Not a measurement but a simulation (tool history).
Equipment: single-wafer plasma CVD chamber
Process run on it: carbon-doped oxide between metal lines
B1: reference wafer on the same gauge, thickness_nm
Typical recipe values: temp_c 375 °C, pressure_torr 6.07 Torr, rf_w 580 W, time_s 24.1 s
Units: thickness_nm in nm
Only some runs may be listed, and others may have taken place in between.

{"run": 1, "day": 0.0, "temp_c": 375, "pressure_torr": 6.07, "rf_w": 580, "time_s": 24.1, "B1": 129.191, "thickness_nm": 128.682}
{"run": 2, "day": 0.646, "temp_c": 375, "pressure_torr": 6.07, "rf_w": 580, "time_s": 24.1, "B1": 129.195, "thickness_nm": 128.381}
{"run": 3, "day": 0.921, "temp_c": 375, "pressure_torr": 6.07, "rf_w": 580, "time_s": 24.1, "B1": 129.203, "thickness_nm": 128.788}
{"run": 4, "day": 1.242, "temp_c": 375, "pressure_torr": 6.07, "rf_w": 580, "time_s": 24.1, "B1": 129.26, "thickness_nm": 128.615}
{"run": 5, "day": 1.783, "temp_c": 375, "pressure_torr": 6.07, "rf_w": 580, "time_s": 24.1, "B1": 129.319, "thickness_nm": 128.617}
{"run": 6, "day": 3.033, "temp_c": 375, "pressure_torr": 6.07, "rf_w": 580, "time_s": 24.1, "B1": 129.472, "thickness_nm": 128.386}
{"run": 7, "day": 3.729, "temp_c": 382, "pressure_torr": 6.07, "rf_w": 580, "time_s": 24.1, "B1": 129.613, "thickness_nm": 126.465}
{"day": 4.196, "done": "thermocouple changed; heater temperature recalibrated"}
{"run": 8, "day": 4.217, "temp_c": 382, "pressure_torr": 6.07, "rf_w": 580, "time_s": 24.1, "B1": 129.687, "thickness_nm": 126.985}
{"day": 5.2, "done": "capacitance manometer re-zeroed and calibrated"}
{"day": 6.312, "done": "showerhead replaced"}
{"run": 9, "day": 6.333, "temp_c": 375, "pressure_torr": 6.07, "rf_w": 580, "time_s": 24.1, "B1": 130.063, "thickness_nm": 129.393}
{"run": 10, "day": 6.846, "temp_c": 375, "pressure_torr": 6.07, "rf_w": 580, "time_s": 24.1, "B1": 130.168, "thickness_nm": 129.445}
{"day": 7.421, "done": "gauge calibrated"}
{"run": 11, "day": 7.492, "temp_c": 375, "pressure_torr": 6.07, "rf_w": 580, "time_s": 24.1, "B1": 128.836, "thickness_nm": 127.912}
{"run": 12, "day": 7.821, "temp_c": 375, "pressure_torr": 5.26, "rf_w": 580, "time_s": 24.1, "B1": 128.877, "thickness_nm": 125.107}
{"day": 8.588, "done": "RF generator calibrated"}
{"run": 13, "day": 8.608, "temp_c": 385, "pressure_torr": 4.93, "rf_w": 580, "time_s": 24.1, "B1": 128.893, "thickness_nm": 121.193}
{"run": 14, "day": 8.917, "temp_c": 375, "pressure_torr": 6.07, "rf_w": 580, "time_s": 24.1, "B1": 128.878, "thickness_nm": 128.389}
{"run": 15, "day": 9.479, "temp_c": 375, "pressure_torr": 6.07, "rf_w": 580, "time_s": 25.6, "B1": 128.916, "thickness_nm": 136.058}
{"run": 16, "day": 9.925, "temp_c": 375, "pressure_torr": 5.08, "rf_w": 580, "time_s": 24.1, "B1": 128.905, "thickness_nm": 124.387}
{"run": 17, "day": 10.208, "temp_c": 385, "pressure_torr": 6.07, "rf_w": 530, "time_s": 19.5, "B1": 128.938, "thickness_nm": 99.151}
{"run": 18, "day": 10.683, "temp_c": 379, "pressure_torr": 6.07, "rf_w": 680, "time_s": 28.7, "B1": 128.968, "thickness_nm": 159.586}
{"run": 19, "day": 11.354, "temp_c": 379, "pressure_torr": 6.07, "rf_w": 580, "time_s": 28.8, "B1": 129.1, "thickness_nm": 151.504}
{"run": 20, "day": 12.021, "temp_c": 375, "pressure_torr": 6.07, "rf_w": 610, "time_s": 24.1, "B1": 129.137, "thickness_nm": 130.664}

Predict the results of run 21:
{"run": 21, "day": 12.421, "temp_c": 375, "pressure_torr": 6.07, "rf_w": 580, "time_s": 24.1, "B1": "?", "thickness_nm": "?"}

B1: 129.162
thickness_nm: 128.486 nm
The same run, on a tool lacking any hidden state, would have yielded thickness_nm 128.324 nm.

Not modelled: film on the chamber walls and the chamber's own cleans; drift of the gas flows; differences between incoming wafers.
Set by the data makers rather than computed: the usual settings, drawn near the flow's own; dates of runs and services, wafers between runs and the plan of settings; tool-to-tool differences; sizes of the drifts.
